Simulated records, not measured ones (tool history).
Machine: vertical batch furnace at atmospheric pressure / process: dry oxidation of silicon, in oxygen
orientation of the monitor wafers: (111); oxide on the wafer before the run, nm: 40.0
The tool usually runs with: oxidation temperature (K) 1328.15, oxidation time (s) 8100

run   hour  oxidation temperature (K)  oxidation time (s)  read-back reference wafer on the same gauge, thickness  oxide thickness on the monitor wafer (nm)
  1    0.0                    1328.15                8100                                                  135.99                                     169.67
       7.0  -- gauge calibrated
  2   22.7                    1328.15                8100                                                  136.12                                     169.36
  3   52.8                    1328.15                8100                                                  135.84                                     169.30
  4   70.6                    1328.15                8100                                                  136.12                                     167.71
  5  101.0                    1328.15                8100                                                  135.85                                     169.97
  6  131.8                    1328.15                8100                                                  135.97                                     169.76
  7  156.4                    1328.15                8100                                                  136.11                                     167.52
  8  170.7                    1328.15                8100                                                  135.96                                     171.19
     207.8  -- boat lift adjusted
     221.3  -- thermocouples replaced and temperature profile calibrated
  9  221.8                    1328.15                8100                                                  136.24                                     169.24
 10  227.8                    1328.15                8100                                                  136.24                                     169.20
 11  243.3                    1328.15               11280                                                  136.21                                     201.34
 12  255.8                    1328.15               11280                                                  136.05                                     201.89
 13  272.9                    1328.15                6150                                                  135.69                                     145.84
 14  286.1                    1315.15                5370                                                  135.80                                     127.39
 15  310.6                    1328.15                8100                                                  136.08                                     169.10
     323.2  -- gauge calibrated
 16  328.2                    1309.15                4920                                                  135.85                                     118.45
 17  343.7                    1310.15                8100                                                  136.06                                     155.48
 18  358.3                    1328.15                8100                                                  136.12                                     167.84
 19  386.1                    1328.15                8100                                                  135.91                                     169.44
 20  415.3                    1328.15                8100                                                  135.84                                     170.35
 21  433.1                    1335.15                5850                                                  136.09                                     146.92
 22  509.1                    1350.15                6840                                                  135.86                                     171.67
 23  536.0                    1312.15                5040                                                  135.88                                     122.07
 24  550.4                    1312.15                8100                                                  136.18                                     156.89
 25  583.9                    1345.15                4230                                                  135.82                                     130.95

What if the next run were any one of these 5? Each begins from the tool's condition after run 25:
  A  590.0                    1328.15                8100                                                       ?                                          ?
  B  590.0                    1312.15               11040                                                       ?                                          ?
  C  590.0                    1345.15                5010                                                       ?                                          ?
  D  590.0                    1343.15                8100                                                       ?                                          ?
  E  590.0                    1313.15                7020                                                       ?                                          ?

run  read-back reference wafer on the same gauge, thickness  oxide thickness on the monitor wafer (nm)
  A                                                  135.94                                     169.89
  B                                                  135.94                                     185.55
  C                                                  135.94                                     143.16
  D                                                  135.94                                     183.30
  E                                                  135.94                                     146.25
What these runs would have given with no unlogged condition in the tool:
run  oxide thickness on the monitor wafer (nm)
  A                                     169.89
  B                                     185.55
  C                                     143.16
  D                                     183.30
  E                                     146.25
